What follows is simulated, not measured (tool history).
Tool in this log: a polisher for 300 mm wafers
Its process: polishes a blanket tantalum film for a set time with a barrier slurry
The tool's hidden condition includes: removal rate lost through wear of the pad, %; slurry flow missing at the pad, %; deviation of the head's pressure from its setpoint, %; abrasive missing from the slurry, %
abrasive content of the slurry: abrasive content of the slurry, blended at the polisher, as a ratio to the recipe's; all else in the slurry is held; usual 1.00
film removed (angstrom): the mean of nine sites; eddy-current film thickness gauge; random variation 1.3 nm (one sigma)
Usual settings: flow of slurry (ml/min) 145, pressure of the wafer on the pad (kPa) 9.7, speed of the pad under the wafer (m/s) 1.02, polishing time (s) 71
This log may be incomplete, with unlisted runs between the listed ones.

run   hour  flow of slurry (ml/min)  pressure of the wafer on the pad (kPa)  speed of the pad under the wafer (m/s)  abrasive content of the slurry  polishing time (s)  wafers since the last listed run  wafers polished on this pad  hours since the slurry nozzle was cleaned  hours since the head pressure was calibrated  hours since the slurry blender was calibrated  incoming thickness of the incoming film, nm  film removed (angstrom)
  1    0.0                      145                                     9.7                                    1.02                            1.00                  71                                 0                           87                                      152.7                                         253.8                                           88.2                                        242.5                      950
  2   31.3                      145                                     9.7                                    1.02                            1.00                  71                               352                          439                                      184.0                                         285.1                                          119.5                                        240.5                      912
  3   48.6                      145                                     9.7                                    1.02                            1.00                  71                               194                          634                                      201.3                                         302.4                                          136.8                                        243.4                      921
  4   66.9                      145                                     9.7                                    0.86                            1.00                  88                               205                          840                                      219.6                                         320.7                                          155.1                                        238.8                      938
  5   96.8                      145                                     9.7                                    1.02                            1.25                  71                               336                         1176                                      249.5                                         350.6                                          185.0                                        234.4                      932
     109.0  -- worn pad replaced by a new one
     116.5  -- slurry nozzle cleaned
  6  116.9                      145                                     9.7                                    1.02                            1.25                  71                               169                           78                                        0.4                                         370.7                                          205.1                                        239.7                     1072
     138.1  -- slurry blender recalibrated
  7  150.5                      145                                     9.7                                    1.02                            1.00                  71                               355                          433                                       34.0                                         404.3                                           12.4                                        242.4                      995
  8  166.6                      145                                     9.7                                    1.02                            1.00                  71                               181                          614                                       50.1                                         420.4                                           28.5                                        242.4                      992
  9  190.9                      145                                     9.7                                    1.02                            1.00                  71                               273                          888                                       74.4                                         444.7                                           52.8                                        239.7                      977
 10  225.9                      145                                     9.7                                    1.02                            1.00                  71                               393                         1282                                      109.4                                         479.7                                           87.8                                        241.0                      995
     230.5  -- worn pad replaced by a new one
 11  245.6                      145                                     9.7                                    1.02                            1.00                  71                               176                          169                                      129.1                                         499.4                                          107.5                                        240.6                      959
     281.7  -- head pressure recalibrated
 12  325.8                      145                                     9.7                                    1.02                            1.00                  71                               880                         1050                                      209.3                                          44.1                                          187.7                                        236.2                      924
     337.5  -- slurry blender recalibrated
 13  354.1                      145                                     9.7                                    1.02                            1.25                  71                               295                         1346                                      237.6                                          72.4                                           16.6                                        235.9                      970
     358.6  -- slurry nozzle cleaned
     358.7  -- worn pad replaced by a new one
 14  373.9                      190                                     7.6                                    1.02                            1.10                  49                               209                          170                                       15.3                                          92.2                                           36.4                                        239.8                      586
 15  393.8                      145                                     9.7                                    1.02                            1.00                  92                               223                          394                                       35.2                                         112.1                                           56.3                                        239.5                     1283
 16  410.1                      145                                     9.7                                    1.02                            1.00                  71                               183                          577                                       51.5                                         128.4                                           72.6                                        237.1                      958
 17  427.6                      185                                     9.7                                    1.02                            1.00                  88                               196                          774                                       69.0                                         145.9                                           90.1                                        242.7                     1241
 18  447.2                      145                                     9.7                                    1.02                            1.00                  71                               220                          995                                       88.6                                         165.5                                          109.7                                        242.9                      945
     466.0  -- worn pad replaced by a new one
 19  474.6                      145                                     9.7                                    1.02                            1.00                  71                               263                           96                                      116.0                                         192.9                                          137.1                                        236.1                      975
 20  494.6                      160                                     8.3                                    1.30                            1.25                  71                               225                          321                                      136.0                                         212.9                                          157.1                                        237.4                     1157
 21  526.2                      195                                     9.7                                    1.02                            1.00                  84                               355                          677                                      167.6                                         244.5                                          188.7                                        240.6                     1173
     535.2  -- slurry blender recalibrated
 22  550.6                      145                                     9.7                                    0.86                            0.90                  71                               252                          929                                      192.0                                         268.9                                           15.4                                        244.0                      734
 23  573.2                      145                                     9.7                                    1.02                            1.00                  48                               254                         1184                                      214.6                                         291.5                                           38.0                                        240.6                      589
     586.1  -- worn pad replaced by a new one
 24  608.6                      145                                     9.7                                    0.74                            1.25                  71                               353                          253                                      250.0                                         326.9                                           73.4                                        242.4                      675

Here are 5 independent what-if runs from the current tool condition. What would each one return?
  A  609.0                      145                                     9.7                                    1.02                            0.75                  71                                 4                          258                                      250.4                                         327.3                                           73.8                                        238.1                        ?
  B  609.0                      145                                     9.7                                    1.02                            0.90                  78                                 4                          258                                      250.4                                         327.3                                           73.8                                        238.1                        ?
  C  609.0                      180                                     8.3                                    1.02                            0.85                  71                                 4                          258                                      250.4                                         327.3                                           73.8                                        238.1                        ?
  D  609.0                      110                                    13.1                                    1.20                            1.00                  50                                 4                          258                                      250.4                                         327.3                                           73.8                                        238.1                        ?
  E  609.0                      145                                     9.7                                    0.78                            1.00                  71                                 4                          258                                      250.4                                         327.3                                           73.8                                        238.1                        ?

run  film removed (angstrom)
  A                      724
  B                      884
  C                      719
  D                      843
  E                      645
Take away the tool's hidden state, keep each run's random variation, and the runs would have read:
run  film removed (angstrom)
  A                      859
  B                     1047
  C                      826
  D                     1052
  E                      765
